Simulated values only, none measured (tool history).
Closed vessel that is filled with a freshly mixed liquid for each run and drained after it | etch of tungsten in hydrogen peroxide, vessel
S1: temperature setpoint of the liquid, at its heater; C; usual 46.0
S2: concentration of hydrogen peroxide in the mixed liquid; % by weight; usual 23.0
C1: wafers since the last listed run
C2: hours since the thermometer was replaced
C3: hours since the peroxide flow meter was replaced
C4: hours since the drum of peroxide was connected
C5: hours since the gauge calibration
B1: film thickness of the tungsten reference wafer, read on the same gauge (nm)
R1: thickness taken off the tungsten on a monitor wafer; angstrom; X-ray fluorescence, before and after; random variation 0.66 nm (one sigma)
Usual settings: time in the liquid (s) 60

run 1 hour=0.0 | S1=46.0 S2=23.0 time_in_the_liquid_(s)=60 | C1=0 C2=2949.6 C3=2013.9 C4=248.7 C5=200.6 | B1=29.96 | R1=1056.2
run 2 hour=7.7 | S1=46.0 S2=23.0 time_in_the_liquid_(s)=60 | C1=1063 C2=2957.3 C3=2021.6 C4=256.4 C5=208.3 | B1=30.04 | R1=1057.0
run 3 hour=23.9 | S1=46.0 S2=23.0 time_in_the_liquid_(s)=60 | C1=2237 C2=2973.5 C3=2037.8 C4=272.6 C5=224.5 | B1=29.95 | R1=1057.8
run 4 hour=32.3 | S1=46.0 S2=23.0 time_in_the_liquid_(s)=60 | C1=1160 C2=2981.9 C3=2046.2 C4=281.0 C5=232.9 | B1=30.02 | R1=1050.9
run 5 hour=43.0 | S1=46.0 S2=23.0 time_in_the_liquid_(s)=60 | C1=1477 C2=2992.6 C3=2056.9 C4=291.7 C5=243.6 | B1=30.02 | R1=1057.4
run 6 hour=69.9 | S1=46.0 S2=23.0 time_in_the_liquid_(s)=60 | C1=3715 C2=3019.5 C3=2083.8 C4=318.6 C5=270.5 | B1=29.97 | R1=1031.2
run 7 hour=78.2 | S1=46.0 S2=23.0 time_in_the_liquid_(s)=60 | C1=1146 C2=3027.8 C3=2092.1 C4=326.9 C5=278.8 | B1=30.06 | R1=1048.8
run 8 hour=90.6 | S1=46.0 S2=23.0 time_in_the_liquid_(s)=60 | C1=1712 C2=3040.2 C3=2104.5 C4=339.3 C5=291.2 | B1=29.99 | R1=1047.1
-- hour=94.8 thermometer replaced
run 9 hour=100.2 | S1=39.5 S2=23.0 time_in_the_liquid_(s)=60 | C1=1187 C2=5.4 C3=2114.1 C4=348.9 C5=300.8 | B1=29.96 | R1=688.5
run 10 hour=111.7 | S1=39.5 S2=23.0 time_in_the_liquid_(s)=60 | C1=1588 C2=16.9 C3=2125.6 C4=360.4 C5=312.3 | B1=29.99 | R1=684.7
-- hour=117.5 gauge calibrated
-- hour=118.0 peroxide flow meter replaced
run 11 hour=121.6 | S1=39.5 S2=23.0 time_in_the_liquid_(s)=60 | C1=1229 C2=26.8 C3=3.6 C4=370.3 C5=4.1 | B1=30.02 | R1=675.8
run 12 hour=136.2 | S1=46.0 S2=23.0 time_in_the_liquid_(s)=60 | C1=2016 C2=41.4 C3=18.2 C4=384.9 C5=18.7 | B1=30.06 | R1=1036.7
-- hour=140.6 new drum of peroxide connected
run 13 hour=150.6 | S1=46.0 S2=23.0 time_in_the_liquid_(s)=40 | C1=1850 C2=55.8 C3=32.6 C4=10.0 C5=33.1 | B1=29.97 | R1=721.7
run 14 hour=162.5 | S1=46.0 S2=23.0 time_in_the_liquid_(s)=60 | C1=1643 C2=67.7 C3=44.5 C4=21.9 C5=45.0 | B1=29.99 | R1=1078.6
run 15 hour=169.6 | S1=46.0 S2=23.0 time_in_the_liquid_(s)=60 | C1=980 C2=74.8 C3=51.6 C4=29.0 C5=52.1 | B1=30.00 | R1=1080.7
run 16 hour=179.6 | S1=51.5 S2=23.0 time_in_the_liquid_(s)=60 | C1=1381 C2=84.8 C3=61.6 C4=39.0 C5=62.1 | B1=29.98 | R1=1518.7
run 17 hour=192.7 | S1=39.5 S2=23.0 time_in_the_liquid_(s)=60 | C1=1809 C2=97.9 C3=74.7 C4=52.1 C5=75.2 | B1=29.98 | R1=703.8
run 18 hour=198.8 | S1=43.0 S2=18.5 time_in_the_liquid_(s)=45 | C1=842 C2=104.0 C3=80.8 C4=58.2 C5=81.3 | B1=29.98 | R1=594.3
run 19 hour=206.9 | S1=46.0 S2=27.0 time_in_the_liquid_(s)=40 | C1=1118 C2=112.1 C3=88.9 C4=66.3 C5=89.4 | B1=30.02 | R1=774.7
run 20 hour=213.9 | S1=54.5 S2=23.0 time_in_the_liquid_(s)=90 | C1=966 C2=119.1 C3=95.9 C4=73.3 C5=96.4 | B1=29.99 | R1=2693.8
run 21 hour=221.5 | S1=36.5 S2=26.0 time_in_the_liquid_(s)=45 | C1=1049 C2=126.7 C3=103.5 C4=80.9 C5=104.0 | B1=29.97 | R1=461.3
run 22 hour=232.7 | S1=46.0 S2=23.0 time_in_the_liquid_(s)=60 | C1=1546 C2=137.9 C3=114.7 C4=92.1 C5=115.2 | B1=30.00 | R1=1073.2
run 23 hour=246.0 | S1=52.5 S2=19.0 time_in_the_liquid_(s)=35 | C1=1836 C2=151.2 C3=128.0 C4=105.4 C5=128.5 | B1=30.01 | R1=845.8
run 24 hour=261.4 | S1=38.0 S2=19.5 time_in_the_liquid_(s)=95 | C1=2126 C2=166.6 C3=143.4 C4=120.8 C5=143.9 | B1=29.96 | R1=933.7

Forecast each of these 4 alternatives for the next run:
run A hour=262.1 | S1=38.0 S2=23.0 time_in_the_liquid_(s)=60 | C1=96 C2=167.3 C3=144.1 C4=121.5 C5=144.6 | B1=? | R1=?
run B hour=262.1 | S1=46.0 S2=17.0 time_in_the_liquid_(s)=60 | C1=96 C2=167.3 C3=144.1 C4=121.5 C5=144.6 | B1=? | R1=?
run C hour=262.1 | S1=51.5 S2=23.0 time_in_the_liquid_(s)=50 | C1=96 C2=167.3 C3=144.1 C4=121.5 C5=144.6 | B1=? | R1=?
run D hour=262.1 | S1=50.5 S2=25.0 time_in_the_liquid_(s)=70 | C1=96 C2=167.3 C3=144.1 C4=121.5 C5=144.6 | B1=? | R1=?

run=A B1=30.00 R1=640.2
run=B B1=30.00 R1=920.5
run=C B1=30.00 R1=1252.0
run=D B1=30.00 R1=1719.7
Without the tool's hidden state the same runs would have given:
run=A R1=652.9
run=B R1=938.7
run=C R1=1276.8
run=D R1=1753.8

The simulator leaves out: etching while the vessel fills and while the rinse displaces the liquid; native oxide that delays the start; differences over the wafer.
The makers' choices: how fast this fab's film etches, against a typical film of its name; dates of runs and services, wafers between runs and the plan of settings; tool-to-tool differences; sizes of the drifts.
